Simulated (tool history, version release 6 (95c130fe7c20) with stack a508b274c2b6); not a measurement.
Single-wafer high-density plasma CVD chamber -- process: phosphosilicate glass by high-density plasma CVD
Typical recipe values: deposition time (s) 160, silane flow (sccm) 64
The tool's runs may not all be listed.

run   hour  deposition time (s)  silane flow (sccm)  wafers since the last listed run  hours since the silane flow controller was replaced  hours since the gauge calibration  read-back reference wafer on the same gauge, thickness_nm  mean film thickness on the monitor wafer (Å)
  1    0.0                  160                  64                                 0                                               1801.6                              216.6                                                   1073.889                                       9877.19
  2   27.4                  160                  64                               232                                               1829.0                              244.0                                                   1074.023                                       9845.92
  3   52.8                  160                  64                               215                                               1854.4                              269.4                                                   1074.191                                       9861.55
  4   85.8                  160                  64                               279                                               1887.4                              302.4                                                   1074.344                                       9880.47
  5  111.7                  160                  64                               219                                               1913.3                              328.3                                                   1073.944                                       9872.73
  6  138.5                  160                  64                               227                                               1940.1                              355.1                                                   1073.996                                       9866.95
  7  161.5                  160                  70                               195                                               1963.1                              378.1                                                   1074.012                                      10787.04
  8  177.5                  160                  70                               135                                               1979.1                              394.1                                                   1073.472                                      10797.14
  9  203.8                  148                  58                               223                                               2005.4                              420.4                                                   1074.127                                       8234.91
 10  237.2                  160                  64                               283                                               2038.8                              453.8                                                   1074.130                                       9863.90
     239.5  -- gauge calibrated
 11  270.8                  134                  64                               284                                               2072.4                               31.3                                                   1074.132                                       8261.77
     300.1  -- silane flow controller replaced
 12  300.6                  178                  64                               184                                                  0.5                               61.1                                                   1074.295                                      10985.90
 13  324.1                  150                  64                               199                                                 24.0                               84.6                                                   1073.847                                       9226.63
 14  350.3                  160                  53                               222                                                 50.2                              110.8                                                   1074.153                                       8195.91
 15  362.9                  175                  57                               106                                                 62.8                              123.4                                                   1073.576                                       9640.75
 16  375.2                  160                  72                               104                                                 75.1                              135.7                                                   1074.277                                      11128.11

What differs in the tool's unlogged condition from the final listed run ahead of each entry between runs to the first listed run following it?
Logged between run 10 and run 11: gauge calibrated (hour 239.5)
  both runs share identical hidden conditions
Logged between run 11 and run 12: silane flow controller replaced (hour 300.1)
  both runs share identical hidden conditions
